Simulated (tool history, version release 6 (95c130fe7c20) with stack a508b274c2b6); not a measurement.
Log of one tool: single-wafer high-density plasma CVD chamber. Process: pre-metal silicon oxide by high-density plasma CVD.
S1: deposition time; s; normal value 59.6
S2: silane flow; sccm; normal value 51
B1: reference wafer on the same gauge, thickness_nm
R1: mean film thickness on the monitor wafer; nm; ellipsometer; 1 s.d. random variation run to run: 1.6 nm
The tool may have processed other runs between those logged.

Run 1, day 0: usual settings but S1 54.1 s, S2 56 sccm; B1 335.286. Result: R1 303.814 nm.
Run 2, day 1.35: usual settings but S1 54.1 s, S2 56 sccm; B1 335.245. Result: R1 302.101 nm.
Run 3, day 4.242: usual settings but S1 54.1 s, S2 56 sccm; B1 335.103. Result: R1 302.483 nm.
Run 4, day 6.25: usual settings; B1 334.63. Result: R1 302.333 nm.
Run 5, day 7.717: usual settings; B1 334.488. Result: R1 306.224 nm.
Run 6, day 9.412: usual settings; B1 334.573. Result: R1 304.492 nm.
Run 7, day 11.683: usual settings; B1 334.822. Result: R1 306.268 nm.
Run 8, day 14.233: usual settings; B1 334.626. Result: R1 306.904 nm.
Run 9, day 15.883: usual settings; B1 335.276. Result: R1 305.397 nm.
Run 10, day 16.892: usual settings; B1 335.569. Result: R1 304.992 nm.
Run 11, day 18.125: usual settings; B1 335.058. Result: R1 305.692 nm.
Run 12, day 19.408: usual settings but S1 55.4 s; B1 334.951. Result: R1 283.647 nm.
Run 13, day 20.462: usual settings; B1 334.653. Result: R1 307.092 nm.
Run 14, day 22.283: usual settings; B1 335.041. Result: R1 304.76 nm.
Run 15, day 25.496: usual settings; B1 335.353. Result: R1 305.75 nm.
Run 16, day 27.692: usual settings; B1 334.973. Result: R1 305.893 nm.
Run 17, day 29.779: usual settings; B1 335.061. Result: R1 304.346 nm.
Run 18, day 31.371: usual settings but S1 51.2 s; B1 334.538. Result: R1 264.718 nm.
Run 19, day 33.65: usual settings but S1 51.2 s; B1 334.991. Result: R1 265.719 nm.
Run 20, day 42.646: usual settings but S1 52.1 s, S2 41 sccm; B1 334.865. Result: R1 217.364 nm.
Run 21, day 43.871: usual settings but S1 64.7 s, S2 47 sccm; B1 335.045. Result: R1 312.128 nm.
Run 22, day 45.354: usual settings but S1 53.4 s; B1 334.735. Result: R1 276.625 nm.
At day 47.358: silane flow controller replaced.
Run 23, day 47.942: usual settings but S1 55.1 s, S2 44 sccm; B1 335.602. Result: R1 238.06 nm.
Run 24, day 50.138: usual settings; B1 335.057. Result: R1 301.219 nm.
Run 25, day 52.475: usual settings but S1 48.8 s, S2 56 sccm; B1 334.975. Result: R1 268.395 nm.
Run 26, day 54.479: usual settings but S1 54.3 s, S2 60 sccm; B1 334.776. Result: R1 319.628 nm.
At day 56.971: gauge calibrated.
Run 27, day 57.308: usual settings but S1 70.3 s, S2 60 sccm; B1 334.61. Result: R1 412.578 nm.
Run 28, day 59.117: usual settings; B1 334.775. Result: R1 297.797 nm.
Run 29, day 60.804: usual settings but S1 68.1 s, S2 44 sccm; B1 335.019. Result: R1 294.185 nm.
Run 30, day 62.971: usual settings but S1 48.8 s, S2 56 sccm; B1 334.95. Result: R1 268.628 nm.
Run 31, day 65.158: usual settings but S1 50.5 s, S2 48 sccm; B1 334.723. Result: R1 238.083 nm.
Run 32, day 67.521: usual settings but S1 66.4 s, S2 56 sccm; B1 335.361. Result: R1 364.089 nm.
Run 33, day 69.712: usual settings; B1 335.557. Result: R1 299.162 nm.
Run 34, day 71.812: usual settings but S1 70.3 s, S2 60 sccm; B1 334.949. Result: R1 411.588 nm.
Run 35, day 73.258: usual settings; B1 335.147. Result: R1 299.432 nm.
Run 36, day 74.521: usual settings but S1 67.1 s, S2 48 sccm; B1 335.15. Result: R1 312.721 nm.
Run 37, day 75.921: usual settings; B1 335.227. Result: R1 296.138 nm.
Run 38, day 77.979: usual settings; B1 335.187. Result: R1 299.717 nm.
Run 39, day 80.033: usual settings but S1 51.1 s, S2 57 sccm; B1 334.883. Result: R1 285.787 nm.

Pick out some run-to-run changes in R1. Of each, how much would a tool without hidden state show as well, from the settings, what came in and chance, and how much is left for the hidden state and any gauge scatter not in both results compared?
What the log doesn't record here: delivered silane flow above the setpoint (%); gauge reads high (%).
Run 20 -> 21: S1 52.1 -> 64.7, S2 41 -> 47. R1 +94.764 nm: hidden state +3.978, all else +90.786.
Run 21 -> 22: S1 64.7 -> 53.4, S2 47 -> 51. R1 -35.503 nm: hidden state -1.152, all else -34.351.
Run 22 -> 23: S1 53.4 -> 55.1, S2 51 -> 44, silane flow controller replaced. R1 -38.565 nm: hidden state -11.907, all else -26.658.
Run 27 -> 28: S1 70.3 -> 59.6, S2 60 -> 51. R1 -114.781 nm: hidden state +0.259, all else -115.04.
Run 31 -> 32: S1 50.5 -> 66.4, S2 48 -> 56. R1 +126.006 nm: hidden state -0.023, all else +126.029.
Run 33 -> 34: S1 59.6 -> 70.3, S2 51 -> 60. R1 +112.426 nm: hidden state +0.093, all else +112.333.
